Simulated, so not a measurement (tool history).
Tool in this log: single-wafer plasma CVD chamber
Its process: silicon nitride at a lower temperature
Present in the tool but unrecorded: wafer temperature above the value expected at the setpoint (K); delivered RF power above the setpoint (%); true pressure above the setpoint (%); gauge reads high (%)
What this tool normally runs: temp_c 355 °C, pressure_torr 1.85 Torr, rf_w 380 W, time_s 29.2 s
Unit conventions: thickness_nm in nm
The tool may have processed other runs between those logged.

run	hour	temp_c	pressure_torr	rf_w	time_s	wafers since the last listed run	hours since the last thermocouple change	hours since the last RF generator calibration	hours since the last manometer calibration	hours since the showerhead was replaced	hours since the gauge calibration	read-back reference wafer on the same gauge, thickness_nm	thickness_nm
1	0	355	1.85	380	29.2	0	160.1	470	393.9	5425.6	77.1	30.099	36.796
# hour 85.1: showerhead replaced
2	85.6	355	1.85	380	29.2	1189	245.7	555.6	479.5	0.5	162.7	30.099	36.443
3	144.3	355	1.85	380	29.2	899	304.4	614.3	538.2	59.2	221.4	30.078	36.583
4	185	355	1.85	380	29.2	623	345.1	655	578.9	99.9	262.1	30.118	36.599
5	262.1	347	1.85	380	29.2	1182	422.2	732.1	656	177	339.2	30.085	36.431
6	301.5	355	2.08	380	33.1	604	461.6	771.5	695.4	216.4	378.6	30.075	42.325
7	357.8	355	2.08	380	33.1	863	517.9	827.8	751.7	272.7	434.9	30.113	42.24
8	420.6	340	1.85	380	24.6	962	580.7	890.6	814.5	335.5	497.7	30.089	30.814
9	458.6	355	1.85	380	29.2	582	618.7	928.6	852.5	373.5	535.7	30.139	36.295
10	512.1	355	1.71	405	29.2	820	672.2	982.1	906	427	589.2	30.082	37.546
11	605.5	346	1.85	380	29.2	1431	765.6	1075.5	999.4	520.4	682.6	30.089	36.225
# hour 673.8: capacitance manometer re-zeroed and calibrated
12	706.1	355	1.51	400	29.2	1419	866.2	1176.1	32.3	621	783.2	30.089	36.128
13	796.9	355	1.85	380	27.7	1392	957	1266.9	123.1	711.8	874	30.092	34.312
14	905.3	349	2.24	435	29.2	1661	1065.4	1375.3	231.5	820.2	982.4	30.106	41.086
15	950.5	348	2.06	380	29.2	692	1110.6	1420.5	276.7	865.4	1027.6	30.088	36.829
16	1020.5	359	1.85	380	29.2	1073	1180.6	1490.5	346.7	935.4	1097.6	30.096	35.973
17	1065.6	342	1.85	380	29.2	691	1225.7	1535.6	391.8	980.5	1142.7	30.08	35.85
# hour 1074.1: RF generator calibrated
18	1120.9	355	1.85	380	29.2	725	1281	46.8	447.1	1035.8	1198	30.112	36.802

Run 19 has not been measured yet. What should we expect?
19	1227.2	349	1.44	405	33.9	1629	1387.3	153.1	553.4	1142.1	1304.3	?	?

{"run 19": {"read-back reference wafer on the same gauge, thickness_nm": 30.096, "thickness_nm": 42.685}}
Take away the tool's hidden state, keep the run-to-run variation as it was, and the same run would have given thickness_nm 43.003 nm.
